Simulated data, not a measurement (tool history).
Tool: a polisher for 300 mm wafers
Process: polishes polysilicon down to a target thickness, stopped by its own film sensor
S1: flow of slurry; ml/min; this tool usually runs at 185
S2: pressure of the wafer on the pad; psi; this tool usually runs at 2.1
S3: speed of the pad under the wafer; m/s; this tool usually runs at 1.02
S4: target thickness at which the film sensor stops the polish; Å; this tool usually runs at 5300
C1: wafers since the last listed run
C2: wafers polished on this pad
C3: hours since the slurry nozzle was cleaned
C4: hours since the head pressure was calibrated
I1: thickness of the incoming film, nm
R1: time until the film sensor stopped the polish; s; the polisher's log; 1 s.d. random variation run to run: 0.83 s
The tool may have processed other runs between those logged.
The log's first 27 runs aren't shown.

run	day	S1	S2	S3	S4	C1	C2	C3	C4	I1	R1
28	58.992	185	2.6	1.02	5950	386	2066	706.1	611.4	855.5	38.9
# day 59.438: slurry nozzle cleaned
29	60.238	245	2.1	1.02	4970	271	2338	19.2	641.3	859.3	60.4
30	62.279	170	2.1	1.28	4850	460	2798	68.2	690.3	863.0	56.9
# day 63.250: worn pad replaced by a new one
31	63.650	185	2.3	1.02	5300	271	89	101.1	723.2	863.3	52.5
32	65.129	135	2.1	1.02	4800	333	423	136.6	758.7	868.0	71.0
33	66.129	185	1.5	1.02	5300	225	649	160.6	782.7	848.4	73.2
34	68.208	185	2.1	1.02	5300	469	1118	210.5	832.6	855.1	56.9
35	69.479	185	2.6	1.02	4440	286	1404	241.0	863.1	864.8	60.2
36	72.054	185	1.6	1.02	6240	580	1985	302.8	924.9	845.2	47.9
37	74.783	185	1.4	0.78	5300	615	2601	368.3	990.4	862.7	97.1

Alternative continuations, all from the tool just after run 37; predict every row:
A	74.800	185	2.1	1.02	5300	3	2605	368.7	990.8	865.6	?
B	74.800	185	2.1	1.02	6340	3	2605	368.7	990.8	865.6	?
C	74.800	165	2.1	1.02	5300	3	2605	368.7	990.8	865.6	?
D	74.800	185	2.4	1.02	5300	3	2605	368.7	990.8	865.6	?

run	R1
A	58.2
B	40.2
C	58.9
D	51.7
With the hidden condition removed and each run's random variation left untouched, the same runs would have given:
run	R1
A	57.6
B	39.8
C	58.2
D	51.1
